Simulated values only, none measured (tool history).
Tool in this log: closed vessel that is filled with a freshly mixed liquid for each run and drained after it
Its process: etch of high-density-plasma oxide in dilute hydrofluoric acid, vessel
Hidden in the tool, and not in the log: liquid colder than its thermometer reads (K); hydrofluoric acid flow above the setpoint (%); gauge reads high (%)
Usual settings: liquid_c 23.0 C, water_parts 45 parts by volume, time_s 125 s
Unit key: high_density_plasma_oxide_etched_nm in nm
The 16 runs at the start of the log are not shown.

run,day,liquid_c,water_parts,time_s,wafers since the last listed run,hours since the thermometer was replaced,hours since the hydrofluoric acid flow meter was replaced,hours since the gauge calibration,"read-back film thickness of the high-density-plasma oxide reference wafer, read on the same gauge (nm)",high_density_plasma_oxide_etched_nm
17,7.838,20.0,45,165,1558,82.7,2255.9,66.8,59.98,30.66
18,8.125,23.0,35,175,867,89.6,2262.8,73.7,59.98,48.67
19,8.733,18.5,50,125,1834,104.2,2277.4,88.3,60.01,19.49
20,9.350,27.0,35,60,1860,119.0,2292.2,103.1,59.99,19.35
# day 9.962: hydrofluoric acid flow meter replaced
21,9.996,25.5,45,80,1822,134.5,0.8,118.6,60.04,19.93
22,10.458,21.0,45,125,1395,145.6,11.9,129.7,60.01,25.71
23,10.838,23.0,45,105,1143,154.7,21.0,138.8,60.04,23.69
24,11.475,23.0,60,200,1922,170.0,36.3,154.1,59.98,32.97
25,11.742,23.0,60,125,804,176.4,42.7,160.5,60.03,20.64
26,13.538,23.0,65,100,5416,219.5,85.8,203.6,60.04,15.08
27,14.275,23.0,45,125,2224,237.2,103.5,221.3,60.01,27.79
# day 14.800: hydrofluoric acid flow meter replaced, repeated, since the last time left the tool worse
28,14.821,23.0,45,125,1520,250.3,0.5,234.4,60.00,24.25
29,15.392,23.0,45,125,1721,264.0,14.2,248.1,59.97,24.08
30,16.046,23.0,30,100,1973,279.7,29.9,263.8,59.96,29.60
31,16.454,23.0,45,125,1231,289.5,39.7,273.6,60.00,24.19

Here are 5 independent what-if runs from the current tool condition. What would each one return?
A,16.483,23.0,45,65,87,290.2,40.4,274.3,?,?
B,16.483,25.5,45,125,87,290.2,40.4,274.3,?,?
C,16.483,19.0,55,125,87,290.2,40.4,274.3,?,?
D,16.483,18.5,30,125,87,290.2,40.4,274.3,?,?
E,16.483,21.5,45,125,87,290.2,40.4,274.3,?,?

run,"read-back film thickness of the high-density-plasma oxide reference wafer, read on the same gauge (nm)",high_density_plasma_oxide_etched_nm
A,60.00,12.47
B,60.00,26.58
C,60.00,16.37
D,60.00,30.23
E,60.00,22.51
Without the tool's unlogged condition, the same runs would have read:
run,high_density_plasma_oxide_etched_nm
A,12.36
B,26.35
C,16.23
D,29.98
E,22.32
